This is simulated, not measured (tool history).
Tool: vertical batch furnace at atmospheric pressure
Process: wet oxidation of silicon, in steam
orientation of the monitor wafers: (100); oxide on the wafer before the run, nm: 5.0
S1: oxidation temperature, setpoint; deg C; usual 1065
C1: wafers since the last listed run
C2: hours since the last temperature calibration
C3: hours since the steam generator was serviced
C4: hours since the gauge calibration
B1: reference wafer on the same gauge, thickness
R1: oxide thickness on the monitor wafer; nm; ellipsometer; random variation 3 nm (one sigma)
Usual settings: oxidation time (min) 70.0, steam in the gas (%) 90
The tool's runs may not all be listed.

{"run": 1, "hour": 0.0, "S1": 1065, "oxidation time (min)": 94.5, "steam in the gas (%)": 90, "C1": 0, "C2": 1722.8, "C3": 1253.9, "C4": 370.2, "B1": 613.04, "R1": 740.44}
{"run": 2, "hour": 34.9, "S1": 1065, "oxidation time (min)": 70.0, "steam in the gas (%)": 90, "C1": 334, "C2": 1757.7, "C3": 1288.8, "C4": 405.1, "B1": 613.02, "R1": 617.87}
{"run": 3, "hour": 69.0, "S1": 1065, "oxidation time (min)": 70.0, "steam in the gas (%)": 90, "C1": 326, "C2": 1791.8, "C3": 1322.9, "C4": 439.2, "B1": 613.55, "R1": 616.78}
{"run": 4, "hour": 88.8, "S1": 1065, "oxidation time (min)": 70.0, "steam in the gas (%)": 90, "C1": 189, "C2": 1811.6, "C3": 1342.7, "C4": 459.0, "B1": 612.99, "R1": 613.0}
{"run": 5, "hour": 113.5, "S1": 1065, "oxidation time (min)": 79.0, "steam in the gas (%)": 90, "C1": 236, "C2": 1836.3, "C3": 1367.4, "C4": 483.7, "B1": 612.64, "R1": 652.48}
{"run": 6, "hour": 130.7, "S1": 1065, "oxidation time (min)": 79.0, "steam in the gas (%)": 90, "C1": 164, "C2": 1853.5, "C3": 1384.6, "C4": 500.9, "B1": 613.8, "R1": 657.16}
{"run": 7, "hour": 150.7, "S1": 1065, "oxidation time (min)": 70.0, "steam in the gas (%)": 90, "C1": 191, "C2": 1873.5, "C3": 1404.6, "C4": 520.9, "B1": 613.68, "R1": 619.19}
{"run": 8, "hour": 183.2, "S1": 1065, "oxidation time (min)": 70.0, "steam in the gas (%)": 90, "C1": 311, "C2": 1906.0, "C3": 1437.1, "C4": 553.4, "B1": 613.37, "R1": 618.64}
{"run": 9, "hour": 216.8, "S1": 1065, "oxidation time (min)": 70.0, "steam in the gas (%)": 90, "C1": 321, "C2": 1939.6, "C3": 1470.7, "C4": 587.0, "B1": 613.05, "R1": 616.49}
{"run": 10, "hour": 235.7, "S1": 1065, "oxidation time (min)": 70.0, "steam in the gas (%)": 90, "C1": 180, "C2": 1958.5, "C3": 1489.6, "C4": 605.9, "B1": 613.01, "R1": 605.91}
{"run": 11, "hour": 261.9, "S1": 1065, "oxidation time (min)": 70.0, "steam in the gas (%)": 90, "C1": 250, "C2": 1984.7, "C3": 1515.8, "C4": 632.1, "B1": 613.8, "R1": 616.4}
{"run": 12, "hour": 276.4, "S1": 1065, "oxidation time (min)": 70.0, "steam in the gas (%)": 81, "C1": 138, "C2": 1999.2, "C3": 1530.3, "C4": 646.6, "B1": 612.63, "R1": 577.39}
{"run": 13, "hour": 296.2, "S1": 1065, "oxidation time (min)": 70.0, "steam in the gas (%)": 93, "C1": 189, "C2": 2019.0, "C3": 1550.1, "C4": 666.4, "B1": 613.13, "R1": 621.48}
{"run": 14, "hour": 331.3, "S1": 1065, "oxidation time (min)": 70.0, "steam in the gas (%)": 93, "C1": 335, "C2": 2054.1, "C3": 1585.2, "C4": 701.5, "B1": 612.8, "R1": 625.22}
{"run": 15, "hour": 356.8, "S1": 1065, "oxidation time (min)": 70.0, "steam in the gas (%)": 93, "C1": 244, "C2": 2079.6, "C3": 1610.7, "C4": 727.0, "B1": 613.09, "R1": 623.26}
{"run": 16, "hour": 375.8, "S1": 1065, "oxidation time (min)": 70.0, "steam in the gas (%)": 90, "C1": 181, "C2": 2098.6, "C3": 1629.7, "C4": 746.0, "B1": 613.16, "R1": 608.99}
{"run": 17, "hour": 395.1, "S1": 1065, "oxidation time (min)": 70.0, "steam in the gas (%)": 90, "C1": 184, "C2": 2117.9, "C3": 1649.0, "C4": 765.3, "B1": 612.7, "R1": 603.64}
{"run": 18, "hour": 426.6, "S1": 1065, "oxidation time (min)": 70.0, "steam in the gas (%)": 90, "C1": 301, "C2": 2149.4, "C3": 1680.5, "C4": 796.8, "B1": 612.52, "R1": 607.73}
{"hour": 452.1, "done": "gauge calibrated"}
{"run": 19, "hour": 458.5, "S1": 1057, "oxidation time (min)": 70.0, "steam in the gas (%)": 90, "C1": 305, "C2": 2181.3, "C3": 1712.4, "C4": 6.4, "B1": 613.19, "R1": 585.71}
{"run": 20, "hour": 487.9, "S1": 1065, "oxidation time (min)": 49.0, "steam in the gas (%)": 90, "C1": 281, "C2": 2210.7, "C3": 1741.8, "C4": 35.8, "B1": 613.27, "R1": 488.59}
{"run": 21, "hour": 501.3, "S1": 1081, "oxidation time (min)": 70.0, "steam in the gas (%)": 97, "C1": 128, "C2": 2224.1, "C3": 1755.2, "C4": 49.2, "B1": 613.16, "R1": 679.72}
{"run": 22, "hour": 536.2, "S1": 1065, "oxidation time (min)": 49.0, "steam in the gas (%)": 79, "C1": 334, "C2": 2259.0, "C3": 1790.1, "C4": 84.1, "B1": 613.13, "R1": 455.73}
{"run": 23, "hour": 549.7, "S1": 1065, "oxidation time (min)": 70.0, "steam in the gas (%)": 97, "C1": 129, "C2": 2272.5, "C3": 1803.6, "C4": 97.6, "B1": 612.86, "R1": 637.43}
{"hour": 575.6, "done": "thermocouples replaced and temperature profile calibrated"}
{"run": 24, "hour": 576.1, "S1": 1065, "oxidation time (min)": 51.5, "steam in the gas (%)": 90, "C1": 22, "C2": 0.5, "C3": 1830.0, "C4": 124.0, "B1": 613.14, "R1": 506.4}
{"run": 25, "hour": 583.7, "S1": 1065, "oxidation time (min)": 70.0, "steam in the gas (%)": 82, "C1": 72, "C2": 8.1, "C3": 1837.6, "C4": 131.6, "B1": 613.17, "R1": 572.74}
{"run": 26, "hour": 603.1, "S1": 1076, "oxidation time (min)": 70.0, "steam in the gas (%)": 97, "C1": 185, "C2": 27.5, "C3": 1857.0, "C4": 151.0, "B1": 612.84, "R1": 666.03}
{"run": 27, "hour": 629.7, "S1": 1081, "oxidation time (min)": 70.0, "steam in the gas (%)": 97, "C1": 254, "C2": 54.1, "C3": 1883.6, "C4": 177.6, "B1": 612.64, "R1": 679.46}
{"hour": 660.3, "done": "steam generator serviced"}
{"run": 28, "hour": 696.2, "S1": 1081, "oxidation time (min)": 70.0, "steam in the gas (%)": 97, "C1": 406, "C2": 120.6, "C3": 35.9, "C4": 244.1, "B1": 612.81, "R1": 719.46}
{"run": 29, "hour": 714.9, "S1": 1065, "oxidation time (min)": 100.5, "steam in the gas (%)": 82, "C1": 178, "C2": 139.3, "C3": 54.6, "C4": 262.8, "B1": 612.61, "R1": 746.37}
{"run": 30, "hour": 747.0, "S1": 1058, "oxidation time (min)": 70.0, "steam in the gas (%)": 90, "C1": 307, "C2": 171.4, "C3": 86.7, "C4": 294.9, "B1": 613.29, "R1": 613.45}
{"run": 31, "hour": 764.5, "S1": 1065, "oxidation time (min)": 70.0, "steam in the gas (%)": 90, "C1": 167, "C2": 188.9, "C3": 104.2, "C4": 312.4, "B1": 612.84, "R1": 639.99}
{"run": 32, "hour": 793.6, "S1": 1065, "oxidation time (min)": 70.0, "steam in the gas (%)": 90, "C1": 278, "C2": 218.0, "C3": 133.3, "C4": 341.5, "B1": 613.25, "R1": 638.1}
{"run": 33, "hour": 815.0, "S1": 1065, "oxidation time (min)": 70.0, "steam in the gas (%)": 90, "C1": 204, "C2": 239.4, "C3": 154.7, "C4": 362.9, "B1": 613.21, "R1": 634.98}
{"run": 34, "hour": 849.3, "S1": 1065, "oxidation time (min)": 70.0, "steam in the gas (%)": 90, "C1": 328, "C2": 273.7, "C3": 189.0, "C4": 397.2, "B1": 612.92, "R1": 634.98}
{"run": 35, "hour": 875.4, "S1": 1065, "oxidation time (min)": 94.5, "steam in the gas (%)": 82, "C1": 249, "C2": 299.8, "C3": 215.1, "C4": 423.3, "B1": 612.99, "R1": 721.91}
{"run": 36, "hour": 899.8, "S1": 1065, "oxidation time (min)": 70.0, "steam in the gas (%)": 90, "C1": 233, "C2": 324.2, "C3": 239.5, "C4": 447.7, "B1": 612.6, "R1": 640.68}

The same runs without the tool's hidden state, with the same run-to-run variation:
The hidden state here: true tube temperature minus thermocouple reading, K; steam share off its setpoint, % of the setpoint; gauge reads high (%).
run=1 R1=768.67
run=2 R1=642.53
run=3 R1=642.03
run=4 R1=638.46
run=5 R1=679.84
run=6 R1=685.05
run=7 R1=646.06
run=8 R1=646.09
run=9 R1=644.47
run=10 R1=633.75
run=11 R1=645.22
run=12 R1=604.85
run=13 R1=651.12
run=14 R1=655.70
run=15 R1=654.13
run=16 R1=639.58
run=17 R1=634.32
run=18 R1=639.21
run=19 R1=617.09
run=20 R1=515.53
run=21 R1=715.37
run=22 R1=481.83
run=23 R1=672.70
run=24 R1=535.64
run=25 R1=605.41
run=26 R1=703.28
run=27 R1=717.73
run=28 R1=720.98
run=29 R1=748.34
run=30 R1=615.66
run=31 R1=642.56
run=32 R1=641.17
run=33 R1=638.40
run=34 R1=638.99
run=35 R1=726.92
run=36 R1=645.61

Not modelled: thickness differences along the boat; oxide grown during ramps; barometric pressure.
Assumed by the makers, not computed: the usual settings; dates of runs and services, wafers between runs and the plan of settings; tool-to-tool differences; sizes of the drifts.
